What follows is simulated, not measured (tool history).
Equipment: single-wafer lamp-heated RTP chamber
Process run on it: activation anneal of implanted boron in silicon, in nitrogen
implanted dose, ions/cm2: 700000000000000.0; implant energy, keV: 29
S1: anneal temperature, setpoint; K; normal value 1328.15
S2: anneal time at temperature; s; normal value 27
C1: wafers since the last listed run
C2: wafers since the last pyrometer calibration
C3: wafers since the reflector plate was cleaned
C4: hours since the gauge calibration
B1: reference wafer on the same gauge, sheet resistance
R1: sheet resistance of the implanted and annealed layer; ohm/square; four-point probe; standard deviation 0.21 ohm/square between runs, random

run 1 hour=0 | S1=1306.15 S2=27 | C1=0 C2=3567 C3=9428 C4=152.6 | B1=143.43 | R1=143.4
run 2 hour=14.1 | S1=1306.15 S2=27 | C1=286 C2=3854 C3=9715 C4=166.7 | B1=143.47 | R1=143.53
run 3 hour=28.8 | S1=1328.15 S2=27 | C1=299 C2=4153 C3=10014 C4=181.4 | B1=143.59 | R1=142.61
run 4 hour=35.1 | S1=1328.15 S2=27 | C1=128 C2=4281 C3=10142 C4=187.7 | B1=143.66 | R1=142.47
run 5 hour=52.2 | S1=1328.15 S2=27 | C1=347 C2=4629 C3=10490 C4=204.8 | B1=143.72 | R1=142.4
run 6 hour=67.4 | S1=1307.15 S2=27 | C1=309 C2=4938 C3=10800 C4=220 | B1=143.91 | R1=143.74
run 7 hour=80.4 | S1=1328.15 S2=27 | C1=264 C2=5203 C3=11064 C4=233 | B1=143.94 | R1=142.74
-- hour=93.6 pyrometer window cleaned and pyrometer calibrated
run 8 hour=94.1 | S1=1328.15 S2=27 | C1=115 C2=10 C3=11180 C4=246.7 | B1=144.07 | R1=142.7
-- hour=104 gauge calibrated
run 9 hour=105.5 | S1=1328.15 S2=27 | C1=231 C2=242 C3=11412 C4=1.5 | B1=142.91 | R1=141.46
run 10 hour=113.3 | S1=1328.15 S2=27 | C1=158 C2=400 C3=11571 C4=9.3 | B1=142.92 | R1=141.35
run 11 hour=127.1 | S1=1299.15 S2=18 | C1=280 C2=681 C3=11852 C4=23.1 | B1=142.92 | R1=144.24
-- hour=140.9 reflector plate cleaned
run 12 hour=141.4 | S1=1336.15 S2=27 | C1=128 C2=809 C3=9 C4=37.4 | B1=142.96 | R1=141.4
run 13 hour=156.3 | S1=1311.15 S2=19 | C1=303 C2=1113 C3=312 C4=52.3 | B1=142.93 | R1=142.84
run 14 hour=204.5 | S1=1302.15 S2=34 | C1=980 C2=2093 C3=1293 C4=100.5 | B1=143.05 | R1=142.87
run 15 hour=213.8 | S1=1328.15 S2=27 | C1=189 C2=2282 C3=1482 C4=109.8 | B1=143.09 | R1=142.24
run 16 hour=220.5 | S1=1312.15 S2=27 | C1=136 C2=2419 C3=1618 C4=116.5 | B1=143.13 | R1=142.61
run 17 hour=235.8 | S1=1328.15 S2=14 | C1=311 C2=2730 C3=1930 C4=131.8 | B1=143.25 | R1=142.95
run 18 hour=242.2 | S1=1328.15 S2=27 | C1=130 C2=2860 C3=2060 C4=138.2 | B1=143.19 | R1=141.88
run 19 hour=248.7 | S1=1328.15 S2=27 | C1=132 C2=2993 C3=2192 C4=144.7 | B1=143.29 | R1=141.89
run 20 hour=260.7 | S1=1345.15 S2=42 | C1=244 C2=3237 C3=2436 C4=156.7 | B1=143.35 | R1=140.03

Branching from run 20: 5 alternative next runs. What would each branch give?
run A hour=261.1 | S1=1355.15 S2=27 | C1=8 C2=3245 C3=2444 C4=157.1 | B1=? | R1=?
run B hour=261.1 | S1=1317.15 S2=27 | C1=8 C2=3245 C3=2444 C4=157.1 | B1=? | R1=?
run C hour=261.1 | S1=1328.15 S2=16 | C1=8 C2=3245 C3=2444 C4=157.1 | B1=? | R1=?
run D hour=261.1 | S1=1350.15 S2=39 | C1=8 C2=3245 C3=2444 C4=157.1 | B1=? | R1=?
run E hour=261.1 | S1=1328.15 S2=15 | C1=8 C2=3245 C3=2444 C4=157.1 | B1=? | R1=?

run=A B1=143.31 R1=140.67
run=B B1=143.31 R1=142.59
run=C B1=143.31 R1=142.91
run=D B1=143.31 R1=139.98
run=E B1=143.31 R1=143
Without the tool's hidden state the same runs would have given:
run=A R1=140.35
run=B R1=142.27
run=C R1=142.58
run=D R1=139.66
run=E R1=142.68
